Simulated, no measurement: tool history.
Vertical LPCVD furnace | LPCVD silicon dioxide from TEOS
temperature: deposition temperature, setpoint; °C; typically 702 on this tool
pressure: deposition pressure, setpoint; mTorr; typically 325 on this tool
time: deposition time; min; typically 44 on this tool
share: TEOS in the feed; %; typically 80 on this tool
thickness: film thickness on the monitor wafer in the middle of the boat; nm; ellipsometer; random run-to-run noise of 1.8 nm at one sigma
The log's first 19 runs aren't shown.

run,hour,temperature,pressure,time,share,"read-back reference wafer on the same gauge, thickness",thickness
20,1481.3,702,325,54,96,374.54,542.25
# hour 1703.3: pressure gauge zeroed
# hour 1723.9: thermocouples replaced and temperature profile calibrated
21,1780.4,693,325,58.5,80,373.89,419.88
22,1842.2,695,365,35.5,91,374.16,303.4
# hour 1910.8: TEOS flow controller replaced
23,1931.1,711,270,55.5,80,374.15,551.24
24,1980.5,702,325,44,80,374.1,391.95
25,2051.8,702,280,44,80,374.14,362.85
26,2107.9,702,325,26.5,65,374.14,212.03
27,2208.5,696,245,36.5,80,374.36,245.97
28,2245.9,702,270,44,80,373.85,356.32
29,2301.4,702,325,44,80,373.52,389.74
30,2511.6,696,325,50.5,80,374.04,392.95
31,2602.7,702,325,44,88,373.6,414.93
32,2677.5,702,285,34.5,70,374.3,269.43

Here are 3 independent what-if runs from the current tool condition. What would each one return?
A,2682,702,385,44,80,?,?
B,2682,693,325,44,80,?,?
C,2682,702,250,44,86,?,?

run,"read-back reference wafer on the same gauge, thickness",thickness
A,373.5,431.43
B,373.5,320.7
C,373.5,358.18
Had the tool no hidden state, the same runs would have come out as:
run,thickness
A,420.8
B,313.26
C,351.58
